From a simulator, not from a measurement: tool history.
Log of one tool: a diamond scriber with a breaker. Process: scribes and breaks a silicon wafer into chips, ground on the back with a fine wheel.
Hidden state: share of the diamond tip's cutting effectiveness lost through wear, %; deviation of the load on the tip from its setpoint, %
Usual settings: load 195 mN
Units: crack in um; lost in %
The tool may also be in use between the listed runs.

| run | hour | load | wafers since the last listed run | hours since the diamond tip was replaced | hours since the load on the tip was calibrated | incoming depth of the damage left on the back of the incoming wafer, um | crack | lost |
|---|---|---|---|---|---|---|---|---|
| 1 | 0.0 | 195 | 0 | 785.2 | 518.2 | 2.15 | 10.48 | 1.89 |
|  | 58.2 | load on the tip recalibrated |
| 2 | 58.7 | 195 | 156 | 843.9 | 0.5 | 2.79 | 9.13 | 8.78 |
| 3 | 120.9 | 195 | 171 | 906.1 | 62.7 | 2.89 | 9.08 | 10.66 |
| 4 | 173.9 | 195 | 146 | 959.1 | 115.7 | 2.38 | 9.16 | 11.42 |
| 5 | 249.1 | 195 | 207 | 1034.3 | 190.9 | 2.90 | 8.89 | 14.44 |
| 6 | 314.4 | 195 | 180 | 1099.6 | 256.2 | 2.16 | 8.95 | 14.33 |
|  | 336.4 | diamond tip replaced by a new one |
| 7 | 346.6 | 195 | 83 | 10.2 | 288.4 | 2.69 | 10.40 | 2.26 |
| 8 | 405.4 | 175 | 162 | 69.0 | 347.2 | 2.98 | 9.91 | 4.86 |
| 9 | 475.9 | 148 | 194 | 139.5 | 417.7 | 2.91 | 8.53 | 17.51 |
| 10 | 505.5 | 195 | 81 | 169.1 | 447.3 | 2.67 | 11.19 | 3.36 |
|  | 548.9 | load on the tip recalibrated |
| 11 | 557.4 | 179 | 137 | 221.0 | 8.5 | 2.10 | 9.62 | 4.21 |
| 12 | 586.5 | 195 | 80 | 250.1 | 37.6 | 2.65 | 10.79 | 2.26 |
| 13 | 645.5 | 195 | 162 | 309.1 | 96.6 | 2.88 | 10.61 | 2.80 |
| 14 | 686.4 | 234 | 112 | 350.0 | 137.5 | 2.62 | 11.98 | 10.42 |

How the hidden state differs across the entries between the runs, from the last listed run before each to the first after it:
Between runs 1 and 2: load on the tip recalibrated (hour 58.2)
  share of the diamond tip's cutting effectiveness lost through wear, %: 13.3 -> 15.1; deviation of the load on the tip from its setpoint, %: 11.7 -> -1.3
  measured less the result without the state, crack: -0.09 -> -1.16 um; lost: +0.05 -> +6.42 %
Between runs 6 and 7: diamond tip replaced by a new one (hour 336.4)
  share of the diamond tip's cutting effectiveness lost through wear, %: 24.2 -> 2.17; deviation of the load on the tip from its setpoint, %: 2.02 -> 2.91
  measured less the result without the state, crack: -1.65 -> +0.08 um; lost: +12.52 -> +0.00 %
Between runs 10 and 11: load on the tip recalibrated (hour 548.9)
  share of the diamond tip's cutting effectiveness lost through wear, %: 2.7 -> 3.07; deviation of the load on the tip from its setpoint, %: 8.82 -> 2.36
  measured less the result without the state, crack: +0.53 -> -0.02 um; lost: +0.94 -> +0.15 %
